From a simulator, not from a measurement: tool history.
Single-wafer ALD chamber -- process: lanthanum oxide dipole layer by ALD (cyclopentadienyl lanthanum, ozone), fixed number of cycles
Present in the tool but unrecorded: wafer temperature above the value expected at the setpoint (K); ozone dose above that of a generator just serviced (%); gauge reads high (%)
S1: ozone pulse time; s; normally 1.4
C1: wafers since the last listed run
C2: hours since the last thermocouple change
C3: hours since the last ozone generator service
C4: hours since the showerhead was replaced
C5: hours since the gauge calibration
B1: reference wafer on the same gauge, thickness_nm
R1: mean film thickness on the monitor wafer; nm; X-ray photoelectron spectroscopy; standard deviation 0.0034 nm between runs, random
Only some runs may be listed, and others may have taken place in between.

{"run": 1, "hour": 0.0, "S1": 1.4, "C1": 0, "C2": 2189.5, "C3": 611.6, "C4": 6576.5, "C5": 260.1, "B1": 0.682, "R1": 0.581}
{"run": 2, "hour": 16.1, "S1": 1.68, "C1": 358, "C2": 2205.6, "C3": 627.7, "C4": 6592.6, "C5": 276.2, "B1": 0.682, "R1": 0.597}
{"run": 3, "hour": 31.9, "S1": 1.68, "C1": 351, "C2": 2221.4, "C3": 643.5, "C4": 6608.4, "C5": 292, "B1": 0.682, "R1": 0.591}
{"run": 4, "hour": 46.2, "S1": 1.68, "C1": 318, "C2": 2235.7, "C3": 657.8, "C4": 6622.7, "C5": 306.3, "B1": 0.682, "R1": 0.591}
{"run": 5, "hour": 60.7, "S1": 1.27, "C1": 323, "C2": 2250.2, "C3": 672.3, "C4": 6637.2, "C5": 320.8, "B1": 0.681, "R1": 0.572}
{"run": 6, "hour": 95.3, "S1": 1.22, "C1": 770, "C2": 2284.8, "C3": 706.9, "C4": 6671.8, "C5": 355.4, "B1": 0.68, "R1": 0.555}
{"run": 7, "hour": 118.9, "S1": 1.4, "C1": 525, "C2": 2308.4, "C3": 730.5, "C4": 6695.4, "C5": 379, "B1": 0.681, "R1": 0.579}
{"run": 8, "hour": 141.4, "S1": 1.4, "C1": 501, "C2": 2330.9, "C3": 753, "C4": 6717.9, "C5": 401.5, "B1": 0.679, "R1": 0.574}
{"run": 9, "hour": 160.7, "S1": 1.4, "C1": 429, "C2": 2350.2, "C3": 772.3, "C4": 6737.2, "C5": 420.8, "B1": 0.682, "R1": 0.573}
{"run": 10, "hour": 173.3, "S1": 1.4, "C1": 280, "C2": 2362.8, "C3": 784.9, "C4": 6749.8, "C5": 433.4, "B1": 0.682, "R1": 0.579}
{"run": 11, "hour": 206.3, "S1": 1.4, "C1": 735, "C2": 2395.8, "C3": 817.9, "C4": 6782.8, "C5": 466.4, "B1": 0.68, "R1": 0.573}
{"run": 12, "hour": 241.1, "S1": 1.93, "C1": 775, "C2": 2430.6, "C3": 852.7, "C4": 6817.6, "C5": 501.2, "B1": 0.68, "R1": 0.597}
{"hour": 257.7, "done": "showerhead replaced"}
{"run": 13, "hour": 258.2, "S1": 1.4, "C1": 202, "C2": 2447.7, "C3": 869.8, "C4": 0.5, "C5": 518.3, "B1": 0.68, "R1": 0.569}
{"run": 14, "hour": 276.4, "S1": 1.4, "C1": 405, "C2": 2465.9, "C3": 888, "C4": 18.7, "C5": 536.5, "B1": 0.682, "R1": 0.571}
{"run": 15, "hour": 290.2, "S1": 1.25, "C1": 307, "C2": 2479.7, "C3": 901.8, "C4": 32.5, "C5": 550.3, "B1": 0.682, "R1": 0.557}
{"hour": 292.8, "done": "gauge calibrated"}
{"run": 16, "hour": 323.0, "S1": 1.4, "C1": 730, "C2": 2512.5, "C3": 934.6, "C4": 65.3, "C5": 30.2, "B1": 0.681, "R1": 0.569}
{"hour": 350.1, "done": "ozone generator serviced"}
{"hour": 355.0, "done": "thermocouple changed; heater temperature recalibrated"}
{"run": 17, "hour": 355.5, "S1": 1.72, "C1": 437, "C2": 0.5, "C3": 5.4, "C4": 97.8, "C5": 62.7, "B1": 0.681, "R1": 0.564}
{"run": 18, "hour": 380.1, "S1": 1.65, "C1": 548, "C2": 25.1, "C3": 30, "C4": 122.4, "C5": 87.3, "B1": 0.68, "R1": 0.551}
{"hour": 445.5, "done": "ozone generator serviced, repeated, since the last time left the tool worse"}
{"run": 19, "hour": 454.6, "S1": 1.11, "C1": 1481, "C2": 99.6, "C3": 9.1, "C4": 196.9, "C5": 161.8, "B1": 0.68, "R1": 0.567}
{"run": 20, "hour": 467.6, "S1": 1.8, "C1": 289, "C2": 112.6, "C3": 22.1, "C4": 209.9, "C5": 174.8, "B1": 0.68, "R1": 0.611}
{"run": 21, "hour": 489.3, "S1": 1.64, "C1": 483, "C2": 134.3, "C3": 43.8, "C4": 231.6, "C5": 196.5, "B1": 0.681, "R1": 0.598}
{"run": 22, "hour": 503.0, "S1": 1.4, "C1": 305, "C2": 148, "C3": 57.5, "C4": 245.3, "C5": 210.2, "B1": 0.681, "R1": 0.597}
{"run": 23, "hour": 535.1, "S1": 1.54, "C1": 715, "C2": 180.1, "C3": 89.6, "C4": 277.4, "C5": 242.3, "B1": 0.68, "R1": 0.603}

For each entry between runs, how does the tool's hidden state at the last listed run before it compare with that at the first listed run after it?
In the gap between runs 12 and 13: showerhead replaced (hour 257.7)
  ozone dose above that of a generator just serviced (%): -20.9 -> -21.3
  measured minus no-state result, R1: -0.014 -> -0.024 nm
In the gap between runs 15 and 16: gauge calibrated (hour 292.8)
  ozone dose above that of a generator just serviced (%): -22.1 -> -22.9
  measured minus no-state result, R1: -0.028 -> -0.025 nm
In the gap between runs 16 and 17: ozone generator serviced (hour 350.1); thermocouple changed; heater temperature recalibrated (hour 355)
  ozone dose above that of a generator just serviced (%): -22.9 -> -43.4
  measured minus no-state result, R1: -0.025 -> -0.051 nm
In the gap between runs 18 and 19: ozone generator serviced, repeated, since the last time left the tool worse (hour 445.5)
  ozone dose above that of a generator just serviced (%): -44 -> -2.75
  measured minus no-state result, R1: -0.053 -> -0.003 nm
